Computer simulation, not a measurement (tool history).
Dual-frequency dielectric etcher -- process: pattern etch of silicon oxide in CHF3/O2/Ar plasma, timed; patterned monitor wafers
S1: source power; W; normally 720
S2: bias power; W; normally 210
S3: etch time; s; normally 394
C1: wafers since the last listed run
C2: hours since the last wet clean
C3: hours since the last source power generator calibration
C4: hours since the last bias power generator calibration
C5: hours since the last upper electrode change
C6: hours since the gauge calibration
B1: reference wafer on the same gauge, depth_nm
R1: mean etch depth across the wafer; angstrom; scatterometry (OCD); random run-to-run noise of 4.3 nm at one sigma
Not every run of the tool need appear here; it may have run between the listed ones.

run   hour   S1   S2   S3  C1     C2      C3      C4      C5     C6     B1    R1
  1      0  720  210  394   0  338.4    4248  2903.3    5850  395.8  791.8  7524
  2    8.5  720  210  394  27  346.9  4256.5  2911.8  5858.5  404.3  792.9  7411
  3   16.5  720  210  394  26  354.9  4264.5  2919.8  5866.5  412.3  793.8  7332
  4   27.3  720  210  394  35  365.7  4275.3  2930.6  5877.3  423.1  795.4  7415
  5   40.1  720  210  394  41  378.5  4288.1  2943.4  5890.1  435.9  793.1  7414
  6   47.3  720  210  394  23  385.7  4295.3  2950.6  5897.3  443.1  793.9  7397
      74.4  -- upper electrode replaced, of another model than before
  7   74.9  720  210  394  11  413.3  4322.9  2978.2     0.5  470.7  794.5  7347
  8   75.3  720  210  394   1  413.7  4323.3  2978.6     0.9  471.1  792.8  7341
  9   80.9  720  210  394  18  419.3  4328.9  2984.2     6.5  476.7  792.5  7365
 10   87.6  720  210  394  21    426  4335.6  2990.9    13.2  483.4  792.8  7347
 11  101.4  650  210  394  44  439.8  4349.4  3004.7      27  497.2  792.6  6761
 12  115.8  860  187  456  46  454.2  4363.8  3019.1    41.4  511.6  792.3  9180
 13    131  720  210  394  49  469.4    4379  3034.3    56.6  526.8  793.3  7296
     165.8  -- wet clean of the chamber
 14  166.3  720  210  394  36    0.5  4414.3  3069.6    91.9  562.1  794.5  7629
 15  166.7  720  210  394   1    0.9  4414.7    3070    92.3  562.5  792.1  7690

Run 16 comes next. What will it give?
 16  167.4  650  210  308.5   2  1.6  4415.4  3070.7  93  563.2   ?   ?

B1: 793.5
R1: 5581 angstrom
Were there no unlogged condition in the tool, this run, its random variation unchanged, would have produced R1 5578 angstrom.

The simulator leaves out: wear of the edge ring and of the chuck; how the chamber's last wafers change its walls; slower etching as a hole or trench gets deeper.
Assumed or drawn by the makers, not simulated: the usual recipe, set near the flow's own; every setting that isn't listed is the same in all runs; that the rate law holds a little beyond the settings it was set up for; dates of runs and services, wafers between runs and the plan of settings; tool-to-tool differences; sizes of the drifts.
